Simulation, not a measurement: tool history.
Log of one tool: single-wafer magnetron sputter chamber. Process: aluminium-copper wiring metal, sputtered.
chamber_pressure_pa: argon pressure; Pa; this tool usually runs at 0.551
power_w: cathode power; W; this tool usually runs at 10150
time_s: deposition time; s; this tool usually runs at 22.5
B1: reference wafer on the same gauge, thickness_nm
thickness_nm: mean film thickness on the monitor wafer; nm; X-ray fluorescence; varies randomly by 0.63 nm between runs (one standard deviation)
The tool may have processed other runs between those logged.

{"run": 1, "hour": 0.0, "chamber_pressure_pa": 0.6, "power_w": 10150, "time_s": 22.5, "B1": 341.007, "thickness_nm": 403.809}
{"run": 2, "hour": 6.2, "chamber_pressure_pa": 0.6, "power_w": 10150, "time_s": 22.5, "B1": 341.234, "thickness_nm": 404.16}
{"run": 3, "hour": 22.7, "chamber_pressure_pa": 0.6, "power_w": 10150, "time_s": 22.5, "B1": 340.735, "thickness_nm": 404.142}
{"run": 4, "hour": 34.4, "chamber_pressure_pa": 0.551, "power_w": 10150, "time_s": 22.5, "B1": 340.872, "thickness_nm": 412.099}
{"run": 5, "hour": 52.1, "chamber_pressure_pa": 0.551, "power_w": 10150, "time_s": 22.5, "B1": 340.794, "thickness_nm": 412.49}
{"run": 6, "hour": 59.4, "chamber_pressure_pa": 0.551, "power_w": 10150, "time_s": 22.5, "B1": 341.077, "thickness_nm": 411.766}
{"hour": 73.3, "done": "sputter target and shields replaced"}
{"run": 7, "hour": 73.8, "chamber_pressure_pa": 0.551, "power_w": 10150, "time_s": 22.5, "B1": 341.026, "thickness_nm": 419.199}
{"hour": 91.7, "done": "capacitance manometer re-zeroed and calibrated"}
{"run": 8, "hour": 92.2, "chamber_pressure_pa": 0.551, "power_w": 10150, "time_s": 22.5, "B1": 340.981, "thickness_nm": 417.553}
{"run": 9, "hour": 105.4, "chamber_pressure_pa": 0.551, "power_w": 10150, "time_s": 22.5, "B1": 340.656, "thickness_nm": 416.711}
{"hour": 115.7, "done": "magnet pack replaced"}
{"run": 10, "hour": 119.2, "chamber_pressure_pa": 0.551, "power_w": 10150, "time_s": 23.7, "B1": 340.817, "thickness_nm": 437.412}
{"run": 11, "hour": 136.5, "chamber_pressure_pa": 0.333, "power_w": 10150, "time_s": 22.5, "B1": 341.152, "thickness_nm": 456.66}
{"run": 12, "hour": 153.0, "chamber_pressure_pa": 0.551, "power_w": 10150, "time_s": 22.5, "B1": 341.087, "thickness_nm": 413.917}
{"hour": 155.4, "done": "gauge calibrated"}
{"run": 13, "hour": 164.5, "chamber_pressure_pa": 0.625, "power_w": 8600, "time_s": 18.9, "B1": 341.027, "thickness_nm": 293.272}
{"run": 14, "hour": 177.7, "chamber_pressure_pa": 0.617, "power_w": 10150, "time_s": 22.5, "B1": 341.033, "thickness_nm": 401.951}
{"run": 15, "hour": 189.7, "chamber_pressure_pa": 0.758, "power_w": 8350, "time_s": 18.1, "B1": 340.988, "thickness_nm": 259.426}
{"run": 16, "hour": 199.4, "chamber_pressure_pa": 0.551, "power_w": 10150, "time_s": 22.5, "B1": 340.909, "thickness_nm": 412.15}
{"run": 17, "hour": 216.3, "chamber_pressure_pa": 0.379, "power_w": 12350, "time_s": 25.5, "B1": 341.051, "thickness_nm": 595.889}
{"run": 18, "hour": 232.4, "chamber_pressure_pa": 0.625, "power_w": 8600, "time_s": 18.9, "B1": 340.756, "thickness_nm": 292.31}
{"run": 19, "hour": 238.7, "chamber_pressure_pa": 0.551, "power_w": 10150, "time_s": 20.8, "B1": 340.826, "thickness_nm": 380.973}

Each row is a separate what-if for the run after 19, all from the same tool condition, not one after another. Results?
{"run": "A", "hour": 239.1, "chamber_pressure_pa": 0.551, "power_w": 10150, "time_s": 19.3, "B1": "?", "thickness_nm": "?"}
{"run": "B", "hour": 239.1, "chamber_pressure_pa": 0.675, "power_w": 10150, "time_s": 20.9, "B1": "?", "thickness_nm": "?"}
{"run": "C", "hour": 239.1, "chamber_pressure_pa": 0.767, "power_w": 12550, "time_s": 22.5, "B1": "?", "thickness_nm": "?"}
{"run": "D", "hour": 239.1, "chamber_pressure_pa": 0.75, "power_w": 9250, "time_s": 25.9, "B1": "?", "thickness_nm": "?"}
{"run": "E", "hour": 239.1, "chamber_pressure_pa": 0.551, "power_w": 11400, "time_s": 26.8, "B1": "?", "thickness_nm": "?"}

run=A B1=341.118 thickness_nm=353.184
run=B B1=341.118 thickness_nm=362.604
run=C B1=341.118 thickness_nm=450.107
run=D B1=341.118 thickness_nm=402.906
run=E B1=341.118 thickness_nm=541.177
The same runs, with their run-to-run variation unchanged, on a tool lacking any hidden condition would have given:
run=A thickness_nm=360.872
run=B thickness_nm=370.498
run=C thickness_nm=459.906
run=D thickness_nm=411.678
run=E thickness_nm=552.958

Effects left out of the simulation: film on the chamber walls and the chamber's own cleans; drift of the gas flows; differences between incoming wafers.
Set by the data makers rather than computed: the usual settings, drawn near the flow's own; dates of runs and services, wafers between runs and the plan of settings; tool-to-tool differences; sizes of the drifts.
